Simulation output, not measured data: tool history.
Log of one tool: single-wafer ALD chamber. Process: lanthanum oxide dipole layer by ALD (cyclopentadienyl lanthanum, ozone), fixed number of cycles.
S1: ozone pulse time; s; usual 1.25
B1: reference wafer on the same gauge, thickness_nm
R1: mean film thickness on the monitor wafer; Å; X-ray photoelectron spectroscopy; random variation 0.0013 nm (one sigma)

Run 1, hour 0: usual settings; B1 0.588. Result: R1 5.26 Å.
Run 2, hour 25.3: usual settings; B1 0.587. Result: R1 5.25 Å.
Run 3, hour 181: usual settings but S1 1.52 s; B1 0.586. Result: R1 5.44 Å.
Run 4, hour 208.7: usual settings but S1 1.1 s; B1 0.586. Result: R1 5.05 Å.
Run 5, hour 253.4: usual settings but S1 1.1 s; B1 0.587. Result: R1 5.04 Å.
Run 6, hour 304.8: usual settings but S1 1.1 s; B1 0.587. Result: R1 5.09 Å.
Run 7, hour 355.9: usual settings but S1 1.13 s; B1 0.587. Result: R1 5.09 Å.
Run 8, hour 427.6: usual settings but S1 1.13 s; B1 0.587. Result: R1 5.11 Å.
Run 9, hour 491.4: usual settings; B1 0.587. Result: R1 5.22 Å.
Run 10, hour 543.6: usual settings; B1 0.586. Result: R1 5.22 Å.
At hour 573.4: ozone generator serviced.
Run 11, hour 573.9: usual settings; B1 0.587. Result: R1 5.27 Å.
Run 12, hour 600: usual settings; B1 0.587. Result: R1 5.29 Å.
Run 13, hour 667.9: usual settings; B1 0.587. Result: R1 5.27 Å.
Run 14, hour 700.8: usual settings but S1 1.55 s; B1 0.587. Result: R1 5.5 Å.
Run 15, hour 754.6: usual settings but S1 1.1 s; B1 0.587. Result: R1 5.07 Å.
Run 16, hour 799.2: usual settings; B1 0.587. Result: R1 5.25 Å.
At hour 839.3: showerhead replaced.
Run 17, hour 978.7: usual settings but S1 0.96 s; B1 0.588. Result: R1 4.86 Å.
Run 18, hour 1007.4: usual settings but S1 1.67 s; B1 0.587. Result: R1 5.52 Å.
At hour 1060.5: gauge calibrated.
Run 19, hour 1065.8: usual settings but S1 1.72 s; B1 0.587. Result: R1 5.55 Å.
At hour 1084.2: thermocouple changed; heater temperature recalibrated.
Run 20, hour 1131.2: usual settings but S1 0.83 s; B1 0.587. Result: R1 4.59 Å.
Run 21, hour 1175.2: usual settings but S1 1.59 s; B1 0.587. Result: R1 5.48 Å.
Run 22, hour 1208.4: usual settings but S1 0.78 s; B1 0.587. Result: R1 4.5 Å.
Run 23, hour 1252: usual settings but S1 1.04 s; B1 0.587. Result: R1 4.97 Å.
Run 24, hour 1305.9: usual settings but S1 1.49 s; B1 0.587. Result: R1 5.41 Å.
Run 25, hour 1362.5: usual settings but S1 0.9 s; B1 0.587. Result: R1 4.75 Å.
Run 26, hour 1412.9: usual settings but S1 1.4 s; B1 0.587. Result: R1 5.37 Å.

The tool's hidden state at each run:
wafer temperature above the value expected at the setpoint (K): 0 in every run
gauge reads high (%): 0 in every run
H1: ozone dose above that of a generator just serviced (%)
run     H1
  1  -2.41
  2  -2.69
  3  -3.91
  4  -4.07
  5  -4.29
  6   -4.5
  7  -4.68
  8  -4.88
  9  -5.01
 10  -5.11
 11  -0.39
 12  -0.88
 13  -1.96
 14  -2.39
 15     -3
 16  -3.42
 17  -4.58
 18   -4.7
 19  -4.92
 20  -5.11
 21  -5.22
 22  -5.29
 23  -5.37
 24  -5.46
 25  -5.53
 26  -5.58
